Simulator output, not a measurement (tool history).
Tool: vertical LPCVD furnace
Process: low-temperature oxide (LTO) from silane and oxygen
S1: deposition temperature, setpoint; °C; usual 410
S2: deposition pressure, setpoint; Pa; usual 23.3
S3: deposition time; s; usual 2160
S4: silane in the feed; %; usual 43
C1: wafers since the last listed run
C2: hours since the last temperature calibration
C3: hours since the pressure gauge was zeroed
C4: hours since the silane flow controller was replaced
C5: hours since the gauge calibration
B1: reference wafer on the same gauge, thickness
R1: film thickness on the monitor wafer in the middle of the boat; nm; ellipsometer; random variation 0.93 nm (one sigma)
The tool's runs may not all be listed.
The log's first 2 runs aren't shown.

run     day   S1    S2    S3  S4   C1      C2     C3      C4     C5      B1      R1
  3   2.029  408  23.3  2160  49  111  2538.4   70.3  2825.9   14.0  262.97  360.89
  4   2.300  408  23.3  2160  49   86  2544.9   76.8  2832.4   20.5  262.95  362.41
  5   2.738  408  23.3  2160  49  138  2555.4   87.3  2842.9   31.0  263.08  363.98
      4.196  -- thermocouples replaced and temperature profile calibrated
  6   4.217  410  23.3  2160  43  152     0.5  122.8  2878.4   66.5  262.91  313.61
  7   4.379  410  23.3  2160  43   51     4.4  126.7  2882.3   70.4  263.05  313.66
  8   4.542  410  23.3  2160  43   51     8.3  130.6  2886.2   74.3  262.96  313.37
  9   4.738  410  23.3  3000  43   62    13.0  135.3  2890.9   79.0  262.92  436.18
 10   5.233  410  23.3  2160  43  157    24.9  147.2  2902.8   90.9  262.87  313.27
 11   5.917  419  29.3  2160  43  217    41.3  163.6  2919.2  107.3  263.00  431.14
      7.050  -- silane flow controller replaced
 12   7.071  410  23.3  2160  43   48    69.0  191.3     0.5  135.0  262.91  313.35
 13   7.233  406  23.3  2850  43   51    72.9  195.2     4.4  138.9  262.96  395.28
 14   7.579  418  23.3  2160  43  109    81.2  203.5    12.7  147.2  262.86  341.25
 15   8.292  410  23.3  2160  43  226    98.3  220.6    29.8  164.3  263.04  315.20
 16   8.942  416  23.3  2160  43  206   113.9  236.2    45.4  179.9  263.10  333.53
 17   9.304  410  23.3  2160  43  115   122.6  244.9    54.1  188.6  263.20  312.42
 18   9.558  410  23.3  2160  43   80   128.7  251.0    60.2  194.7  262.95  314.41
 19   9.921  420  23.3  2160  43  115   137.4  259.7    68.9  203.4  262.98  349.10
 20  11.317  419  28.7  2850  40  443   170.9  293.2   102.4  236.9  263.05  516.60
 21  11.871  410  23.3  2490  43  176   184.2  306.5   115.7  250.2  263.01  362.04
 22  12.288  404  22.0  1290  50  132   194.2  316.5   125.7  260.2  262.81  192.60
 23  12.792  421  27.3  2160  43  160   206.3  328.6   137.8  272.3  262.87  410.81

Forecast run 24:
 24  13.429  410  18.7  2160  43  202  221.6  343.9  153.1  287.6   ?   ?

Run 24 gave B1 262.98, R1 252.15 nm.
Without the tool's hidden state the same run would have given R1 250.14 nm.
